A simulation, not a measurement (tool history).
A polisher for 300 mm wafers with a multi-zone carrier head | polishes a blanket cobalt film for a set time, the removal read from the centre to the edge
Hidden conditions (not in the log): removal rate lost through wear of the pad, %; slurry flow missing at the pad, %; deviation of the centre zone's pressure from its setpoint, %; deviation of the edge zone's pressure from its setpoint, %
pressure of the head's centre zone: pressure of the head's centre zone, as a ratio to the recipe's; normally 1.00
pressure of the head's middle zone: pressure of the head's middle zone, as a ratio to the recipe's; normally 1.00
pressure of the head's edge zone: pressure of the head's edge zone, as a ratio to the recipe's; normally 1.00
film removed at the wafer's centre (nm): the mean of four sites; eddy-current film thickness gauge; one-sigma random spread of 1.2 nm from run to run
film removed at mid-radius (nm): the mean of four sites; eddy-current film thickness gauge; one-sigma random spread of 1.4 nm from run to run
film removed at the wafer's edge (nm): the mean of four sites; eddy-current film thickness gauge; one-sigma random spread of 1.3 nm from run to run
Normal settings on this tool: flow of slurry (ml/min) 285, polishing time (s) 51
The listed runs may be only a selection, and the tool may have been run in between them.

run    hour  flow of slurry (ml/min)  pressure of the head's centre zone  pressure of the head's middle zone  pressure of the head's edge zone  polishing time (s)  wafers since the last listed run  wafers polished on this pad  hours since the slurry nozzle was cleaned  hours since the centre zone pressure was calibrated  hours since the edge zone pressure was calibrated  hours since the carrier head's membrane was replaced  incoming thickness of the incoming film, nm  film removed at the wafer's centre (nm)  film removed at mid-radius (nm)  film removed at the wafer's edge (nm)
  1     0.0                      285                                1.00                                1.00                              1.00                  51                                 0                         4030                                      277.5                                                507.5                                               37.1                                                 162.4                                        598.7                                     97.2                             97.4                                  100.2
       39.7  -- worn pad replaced by a new one
  2    60.7                      285                                1.00                                1.00                              1.00                  51                               659                          244                                      338.2                                                568.2                                               97.8                                                 223.1                                        591.0                                    103.6                            103.7                                  105.7
      171.1  -- slurry nozzle cleaned
  3   292.3                      285                                1.00                                1.00                              1.00                  51                              2683                         2927                                      121.2                                                799.8                                              329.4                                                 454.7                                        598.6                                     96.7                            100.0                                   98.7
  4   329.9                      285                                1.00                                1.00                              1.00                  51                               437                         3364                                      158.8                                                837.4                                              367.0                                                 492.3                                        596.5                                     98.5                             98.3                                   99.4
  5   371.6                      245                                0.93                                1.00                              1.00                  51                               485                         3850                                      200.5                                                879.1                                              408.7                                                 534.0                                        597.2                                     89.4                             94.1                                  100.7
  6   412.6                      245                                0.93                                1.00                              1.00                  51                               477                         4327                                      241.5                                                920.1                                              449.7                                                 575.0                                        598.6                                     88.0                             97.4                                   97.0
      444.5  -- worn pad replaced by a new one
  7   468.9                      245                                0.93                                1.00                              1.00                  51                               608                          284                                      297.8                                                976.4                                              506.0                                                 631.3                                        601.0                                     96.5                            102.4                                  105.3
      587.2  -- edge zone pressure recalibrated
      610.9  -- carrier head's membrane replaced by a new one
      632.0  -- slurry nozzle cleaned
      707.2  -- centre zone pressure recalibrated
  8   724.6                      285                                1.00                                1.00                              1.07                  51                              2858                         3143                                       92.6                                                 17.4                                              137.4                                                 113.7                                        596.7                                     99.3                             97.5                                  106.0
  9   785.7                      285                                1.00                                1.00                              1.07                  51                               710                         3854                                      153.7                                                 78.5                                              198.5                                                 174.8                                        610.6                                     97.7                             98.3                                  102.3
 10   832.3                      285                                1.00                                1.05                              0.90                  51                               542                         4396                                      200.3                                                125.1                                              245.1                                                 221.4                                        603.9                                     98.9                            101.5                                   94.4
      853.9  -- worn pad replaced by a new one
 11   869.6                      285                                1.00                                1.00                              1.00                  51                               387                          183                                      237.6                                                162.4                                              282.4                                                 258.7                                        601.5                                    104.3                            103.3                                  105.3
 12   944.5                      285                                1.00                                1.10                              1.00                  51                               871                         1054                                      312.5                                                237.3                                              357.3                                                 333.6                                        601.3                                    100.7                            105.6                                  102.2
 13   992.2                      285                                1.10                                1.00                              1.00                  34                               555                         1609                                      360.2                                                285.0                                              405.0                                                 381.3                                        606.2                                     70.9                             64.9                                   66.0
     1018.9  -- slurry nozzle cleaned
 14  1051.9                      335                                1.00                                1.07                              1.00                  64                               683                         2292                                       33.0                                                344.7                                              464.7                                                 441.0                                        606.7                                    123.8                            130.2                                  125.7
 15  1108.5                      285                                1.00                                1.00                              1.00                  63                               658                         2951                                       89.6                                                401.3                                              521.3                                                 497.6                                        603.7                                    121.5                            119.3                                  122.3
     1172.0  -- edge zone pressure recalibrated
     1187.6  -- worn pad replaced by a new one
 16  1195.9                      285                                1.00                                1.00                              1.00                  51                               947                           96                                      177.0                                                488.7                                               23.9                                                 585.0                                        588.0                                    104.5                            104.4                                  105.9
     1254.7  -- carrier head's membrane replaced by a new one
 17  1255.2                      285                                1.00                                1.00                              1.00                  51                               631                          728                                      236.3                                                548.0                                               83.2                                                   0.5                                        590.1                                    100.9                             99.0                                  103.3
 18  1291.5                      285                                1.00                                1.00                              1.00                  51                               422                         1151                                      272.6                                                584.3                                              119.5                                                  36.8                                        599.6                                     98.6                             96.7                                  101.2
 19  1378.0                      245                                0.95                                1.00                              1.07                  51                              1006                         2157                                      359.1                                                670.8                                              206.0                                                 123.3                                        610.0                                     90.9                             96.7                                  101.7
     1422.0  -- slurry nozzle cleaned
 20  1477.8                      285                                1.00                                1.00                              1.07                  59                              1149                         3307                                       55.8                                                770.6                                              305.8                                                 223.1                                        589.7                                    111.7                            112.1                                  115.3
     1517.5  -- worn pad replaced by a new one
 21  1554.6                      255                                1.00                                1.00                              1.00                  51                               847                          431                                      132.6                                                847.4                                              382.6                                                 299.9                                        598.3                                    101.1                            102.2                                  105.0

For run 22, what comes out?
 22  1622.7                      245                                0.95                                1.00                              1.07                  51                               792                         1224                                      200.7                                                915.5                                              450.7                                                 368.0                                        597.9                                        ?                                ?                                      ?

{"run 22": {"film removed at the wafer's centre (nm)": 95.0, "film removed at mid-radius (nm)": 100.0, "film removed at the wafer's edge (nm)": 105.2}}
Minus the tool's unlogged condition, the same run would have read film removed at the wafer's centre (nm) 101.2, film removed at mid-radius (nm) 106.6, film removed at the wafer's edge (nm) 112.1.
